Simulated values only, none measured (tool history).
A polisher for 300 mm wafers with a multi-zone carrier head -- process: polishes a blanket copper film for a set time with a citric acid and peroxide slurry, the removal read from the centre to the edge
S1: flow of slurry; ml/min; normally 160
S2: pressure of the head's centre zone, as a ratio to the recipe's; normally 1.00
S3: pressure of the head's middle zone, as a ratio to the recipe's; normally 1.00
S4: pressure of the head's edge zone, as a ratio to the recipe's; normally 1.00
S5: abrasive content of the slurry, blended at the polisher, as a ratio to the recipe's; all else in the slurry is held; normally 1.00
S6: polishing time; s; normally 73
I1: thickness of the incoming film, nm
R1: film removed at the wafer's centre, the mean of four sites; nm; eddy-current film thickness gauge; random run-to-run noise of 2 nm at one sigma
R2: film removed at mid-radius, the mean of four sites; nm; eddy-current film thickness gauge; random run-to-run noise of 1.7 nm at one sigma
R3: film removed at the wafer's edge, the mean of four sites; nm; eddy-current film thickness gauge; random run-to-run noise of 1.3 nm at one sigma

Run 1, hour 0.0: usual settings but S1 175 ml/min, S3 0.88; I1 1140.9. Result: R1 182.7 nm, R2 166.2 nm, R3 189.8 nm.
Run 2, hour 59.2: usual settings but S1 205 ml/min, S2 1.07, S3 0.95; I1 1146.2. Result: R1 194.4 nm, R2 175.5 nm, R3 183.8 nm.
Run 3, hour 132.1: usual settings but S2 1.03; I1 1157.6. Result: R1 178.2 nm, R2 173.2 nm, R3 177.7 nm.
Run 4, hour 211.6: usual settings but S1 110 ml/min, S2 1.04, S4 0.92; I1 1156.0. Result: R1 172.2 nm, R2 168.4 nm, R3 165.5 nm.
At hour 302.1: centre zone pressure recalibrated.
Run 5, hour 310.1: usual settings but S4 0.89, S5 1.25; I1 1162.8. Result: R1 178.7 nm, R2 179.7 nm, R3 170.8 nm.
Run 6, hour 384.4: usual settings; I1 1169.7. Result: R1 168.1 nm, R2 169.3 nm, R3 174.6 nm.
Run 7, hour 452.2: usual settings; I1 1154.9. Result: R1 168.5 nm, R2 167.4 nm, R3 171.9 nm.
At hour 512.5: worn pad replaced by a new one.
Run 8, hour 522.1: usual settings; I1 1152.7. Result: R1 191.8 nm, R2 190.6 nm, R3 193.2 nm.
Run 9, hour 612.2: usual settings but S4 1.04, S6 92 s; I1 1148.0. Result: R1 224.1 nm, R2 223.9 nm, R3 237.9 nm.
At hour 656.9: slurry nozzle cleaned.
At hour 690.2: edge zone pressure recalibrated.
Run 10, hour 719.9: usual settings but S1 205 ml/min, S2 0.90, S3 0.93, S6 80 s; I1 1168.0. Result: R1 176.5 nm, R2 186.9 nm, R3 201.6 nm.
Run 11, hour 791.9: usual settings but S2 1.10, S3 0.95, S4 1.04; I1 1154.4. Result: R1 186.2 nm, R2 166.4 nm, R3 181.1 nm.
Run 12, hour 844.1: usual settings but S1 195 ml/min, S3 0.96, S4 0.95; I1 1151.3. Result: R1 174.8 nm, R2 171.8 nm, R3 174.3 nm.
Run 13, hour 882.8: usual settings but S2 0.92, S4 0.91; I1 1171.6. Result: R1 157.5 nm, R2 169.8 nm, R3 166.9 nm.
Run 14, hour 959.6: usual settings; I1 1159.0. Result: R1 170.4 nm, R2 171.1 nm, R3 172.2 nm.
At hour 997.9: centre zone pressure recalibrated.
Run 15, hour 1000.0: usual settings but S1 190 ml/min; I1 1159.7. Result: R1 169.4 nm, R2 176.2 nm, R3 178.2 nm.
Run 16, hour 1086.0: usual settings; I1 1157.8. Result: R1 165.6 nm, R2 168.6 nm, R3 172.7 nm.
At hour 1121.9: worn pad replaced by a new one.
Run 17, hour 1172.0: usual settings but S1 190 ml/min, S2 0.91, S4 1.04, S6 65 s; I1 1154.9. Result: R1 150.7 nm, R2 166.4 nm, R3 172.3 nm.
Run 18, hour 1245.4: usual settings but S2 0.89, S5 0.90, S6 86 s; I1 1150.1. Result: R1 181.7 nm, R2 207.6 nm, R3 213.2 nm.
Run 19, hour 1324.6: usual settings but S2 1.08; I1 1138.1. Result: R1 188.9 nm, R2 175.2 nm, R3 179.0 nm.
Run 20, hour 1361.9: usual settings but S4 1.05; I1 1166.8. Result: R1 172.0 nm, R2 176.4 nm, R3 184.5 nm.

Branching from run 20: 5 alternative next runs. What would each branch give?
Run A, hour 1362.3: usual settings but S6 56 s; I1 1155.6. Result: R1 ?, R2 ?, R3 ?.
Run B, hour 1362.3: usual settings but S3 1.10; I1 1155.6. Result: R1 ?, R2 ?, R3 ?.
Run C, hour 1362.3: usual settings but S4 0.95, S6 86 s; I1 1155.6. Result: R1 ?, R2 ?, R3 ?.
Run D, hour 1362.3: usual settings but S3 1.12, S6 64 s; I1 1155.6. Result: R1 ?, R2 ?, R3 ?.
Run E, hour 1362.3: usual settings but S3 1.10, S4 0.93, S6 83 s; I1 1155.6. Result: R1 ?, R2 ?, R3 ?.

run     R1     R2     R3
  A  134.2  134.6  134.5
  B  175.0  190.3  175.1
  C  206.0  206.8  201.6
  D  153.5  169.4  153.5
  E  199.0  216.4  192.4
Had the tool no hidden state, the same runs would have come out as:
run     R1     R2     R3
  A  146.8  147.3  147.2
  B  191.5  208.2  191.6
  C  225.4  226.2  220.6
  D  167.9  185.4  168.0
  E  217.7  236.8  210.5
